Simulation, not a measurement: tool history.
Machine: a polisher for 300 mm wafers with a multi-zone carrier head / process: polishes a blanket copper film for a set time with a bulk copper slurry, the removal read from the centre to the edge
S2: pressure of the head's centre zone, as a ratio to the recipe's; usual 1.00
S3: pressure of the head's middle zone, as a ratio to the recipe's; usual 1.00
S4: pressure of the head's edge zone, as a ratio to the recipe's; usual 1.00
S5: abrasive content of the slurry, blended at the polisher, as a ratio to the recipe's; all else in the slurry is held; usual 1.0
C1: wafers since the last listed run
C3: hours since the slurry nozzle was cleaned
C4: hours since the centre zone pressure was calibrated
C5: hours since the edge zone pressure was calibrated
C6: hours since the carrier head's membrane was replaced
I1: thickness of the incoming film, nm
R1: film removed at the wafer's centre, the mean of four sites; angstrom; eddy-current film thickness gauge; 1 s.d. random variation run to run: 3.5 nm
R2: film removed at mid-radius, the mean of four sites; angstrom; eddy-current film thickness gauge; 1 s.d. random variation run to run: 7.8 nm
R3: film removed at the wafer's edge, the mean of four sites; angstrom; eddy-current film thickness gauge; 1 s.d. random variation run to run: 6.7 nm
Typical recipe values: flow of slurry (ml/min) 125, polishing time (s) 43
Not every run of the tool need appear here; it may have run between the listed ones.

run 1 hour=0.0 | flow_of_slurry_(ml/min)=125 S2=0.93 S3=1.00 S4=1.00 S5=1.2 polishing_time_(s)=43 | C1=0 wafers_polished_on_this_pad=4980 C3=87.9 C4=100.4 C5=88.0 C6=60.0 | I1=1910.8 | R1=5091 R2=5801 R3=5591
run 2 hour=41.3 | flow_of_slurry_(ml/min)=125 S2=0.90 S3=1.00 S4=0.90 S5=1.0 polishing_time_(s)=43 | C1=632 wafers_polished_on_this_pad=5613 C3=129.2 C4=141.7 C5=129.3 C6=101.3 | I1=1932.5 | R1=4675 R2=5374 R3=5127
run 3 hour=89.3 | flow_of_slurry_(ml/min)=125 S2=1.00 S3=1.00 S4=1.00 S5=1.0 polishing_time_(s)=43 | C1=735 wafers_polished_on_this_pad=6349 C3=177.2 C4=189.7 C5=177.3 C6=149.3 | I1=1945.4 | R1=5172 R2=5375 R3=5430
run 4 hour=161.0 | flow_of_slurry_(ml/min)=125 S2=1.00 S3=1.00 S4=1.00 S5=1.0 polishing_time_(s)=43 | C1=1098 wafers_polished_on_this_pad=7447 C3=248.9 C4=261.4 C5=249.0 C6=221.0 | I1=1951.0 | R1=5188 R2=5402 R3=5297
-- hour=185.7 worn pad replaced by a new one
run 5 hour=192.4 | flow_of_slurry_(ml/min)=125 S2=1.00 S3=1.00 S4=1.00 S5=1.0 polishing_time_(s)=43 | C1=419 wafers_polished_on_this_pad=102 C3=280.3 C4=292.8 C5=280.4 C6=252.4 | I1=1924.7 | R1=5378 R2=5717 R3=5574
run 6 hour=233.4 | flow_of_slurry_(ml/min)=125 S2=1.00 S3=1.00 S4=1.00 S5=1.0 polishing_time_(s)=43 | C1=628 wafers_polished_on_this_pad=730 C3=321.3 C4=333.8 C5=321.4 C6=293.4 | I1=1912.9 | R1=5341 R2=5596 R3=5579
run 7 hour=293.1 | flow_of_slurry_(ml/min)=125 S2=1.00 S3=1.00 S4=1.00 S5=1.0 polishing_time_(s)=43 | C1=914 wafers_polished_on_this_pad=1645 C3=381.0 C4=393.5 C5=381.1 C6=353.1 | I1=1933.8 | R1=5231 R2=5336 R3=5390
run 8 hour=363.5 | flow_of_slurry_(ml/min)=125 S2=1.00 S3=1.00 S4=1.00 S5=1.1 polishing_time_(s)=30 | C1=1078 wafers_polished_on_this_pad=2724 C3=451.4 C4=463.9 C5=451.5 C6=423.5 | I1=1898.9 | R1=3686 R2=3778 R3=3792
run 9 hour=408.7 | flow_of_slurry_(ml/min)=125 S2=1.12 S3=1.00 S4=0.96 S5=1.0 polishing_time_(s)=43 | C1=692 wafers_polished_on_this_pad=3416 C3=496.6 C4=509.1 C5=496.7 C6=468.7 | I1=1944.8 | R1=5666 R2=5346 R3=5123
run 10 hour=446.4 | flow_of_slurry_(ml/min)=165 S2=0.96 S3=1.00 S4=1.00 S5=0.9 polishing_time_(s)=43 | C1=577 wafers_polished_on_this_pad=3994 C3=534.3 C4=546.8 C5=534.4 C6=506.4 | I1=1900.9 | R1=4995 R2=5359 R3=5480
run 11 hour=487.3 | flow_of_slurry_(ml/min)=95 S2=1.00 S3=0.90 S4=1.05 S5=1.0 polishing_time_(s)=43 | C1=626 wafers_polished_on_this_pad=4620 C3=575.2 C4=587.7 C5=575.3 C6=547.3 | I1=1934.9 | R1=4579 R2=4461 R3=5135
run 12 hour=525.2 | flow_of_slurry_(ml/min)=165 S2=1.00 S3=0.88 S4=0.94 S5=1.2 polishing_time_(s)=43 | C1=580 wafers_polished_on_this_pad=5201 C3=613.1 C4=625.6 C5=613.2 C6=585.2 | I1=1911.6 | R1=5577 R2=5188 R3=5561
run 13 hour=576.1 | flow_of_slurry_(ml/min)=125 S2=1.00 S3=1.00 S4=1.00 S5=1.0 polishing_time_(s)=43 | C1=779 wafers_polished_on_this_pad=5981 C3=664.0 C4=676.5 C5=664.1 C6=636.1 | I1=1914.5 | R1=4917 R2=4986 R3=5230
run 14 hour=619.4 | flow_of_slurry_(ml/min)=125 S2=1.10 S3=1.00 S4=1.06 S5=1.0 polishing_time_(s)=43 | C1=663 wafers_polished_on_this_pad=6644 C3=707.3 C4=719.8 C5=707.4 C6=679.4 | I1=1956.2 | R1=5402 R2=5222 R3=5312
run 15 hour=686.2 | flow_of_slurry_(ml/min)=125 S2=1.04 S3=0.94 S4=1.08 S5=1.0 polishing_time_(s)=29 | C1=1023 wafers_polished_on_this_pad=7668 C3=774.1 C4=786.6 C5=774.2 C6=746.2 | I1=1913.6 | R1=3424 R2=3306 R3=3499
-- hour=724.1 worn pad replaced by a new one
run 16 hour=724.6 | flow_of_slurry_(ml/min)=170 S2=1.00 S3=1.00 S4=1.00 S5=1.0 polishing_time_(s)=43 | C1=527 wafers_polished_on_this_pad=6 C3=812.5 C4=825.0 C5=812.6 C6=784.6 | I1=1924.8 | R1=5642 R2=5688 R3=5681
-- hour=729.4 edge zone pressure recalibrated
-- hour=784.2 slurry nozzle cleaned
run 17 hour=785.1 | flow_of_slurry_(ml/min)=125 S2=1.04 S3=1.00 S4=1.00 S5=1.0 polishing_time_(s)=51 | C1=880 wafers_polished_on_this_pad=887 C3=0.9 C4=885.5 C5=55.7 C6=845.1 | I1=1910.1 | R1=6640 R2=6732 R3=6485
run 18 hour=838.4 | flow_of_slurry_(ml/min)=125 S2=1.00 S3=1.00 S4=1.00 S5=1.0 polishing_time_(s)=43 | C1=816 wafers_polished_on_this_pad=1704 C3=54.2 C4=938.8 C5=109.0 C6=898.4 | I1=1894.8 | R1=5265 R2=5525 R3=5571
-- hour=958.4 centre zone pressure recalibrated
run 19 hour=1045.7 | flow_of_slurry_(ml/min)=125 S2=1.00 S3=1.00 S4=1.00 S5=1.0 polishing_time_(s)=30 | C1=3145 wafers_polished_on_this_pad=4849 C3=261.5 C4=87.3 C5=316.3 C6=1105.7 | I1=1918.3 | R1=3559 R2=3625 R3=3698
run 20 hour=1106.4 | flow_of_slurry_(ml/min)=125 S2=1.00 S3=1.07 S4=1.06 S5=1.0 polishing_time_(s)=54 | C1=929 wafers_polished_on_this_pad=5779 C3=322.2 C4=148.0 C5=377.0 C6=1166.4 | I1=1926.1 | R1=6304 R2=6843 R3=6776
-- hour=1226.9 worn pad replaced by a new one
run 21 hour=1291.7 | flow_of_slurry_(ml/min)=125 S2=1.00 S3=1.00 S4=1.00 S5=1.0 polishing_time_(s)=43 | C1=2777 wafers_polished_on_this_pad=992 C3=507.5 C4=333.3 C5=562.3 C6=1351.7 | I1=1896.3 | R1=5162 R2=5317 R3=5427

Some steps in R1, run to run, broken into two amounts with sign: the step expected even without the hidden condition (settings, incoming material, random variation), and the rest, left for the hidden condition together with whatever gauge scatter is not in both the measured and the hidden-condition-free result:
What the log doesn't record here: removal rate lost through wear of the pad, %; slurry flow missing at the pad, %; deviation of the centre zone's pressure from its setpoint, %; deviation of the edge zone's pressure from its setpoint, %.
Run 15 -> 16: flow of slurry (ml/min) 125 -> 170, S2 1.04 -> 1.00, S3 0.94 -> 1.00, S4 1.08 -> 1.00, polishing time (s) 29 -> 43, worn pad replaced by a new one. R1 +2218 angstrom: hidden state +169, all else +2049.
Run 19 -> 20: S3 1.00 -> 1.07, S4 1.00 -> 1.06, polishing time (s) 30 -> 54. R1 +2745 angstrom: hidden state -395, all else +3140.
Run 20 -> 21: S3 1.07 -> 1.00, S4 1.06 -> 1.00, polishing time (s) 54 -> 43, worn pad replaced by a new one. R1 -1142 angstrom: hidden state +318, all else -1460.

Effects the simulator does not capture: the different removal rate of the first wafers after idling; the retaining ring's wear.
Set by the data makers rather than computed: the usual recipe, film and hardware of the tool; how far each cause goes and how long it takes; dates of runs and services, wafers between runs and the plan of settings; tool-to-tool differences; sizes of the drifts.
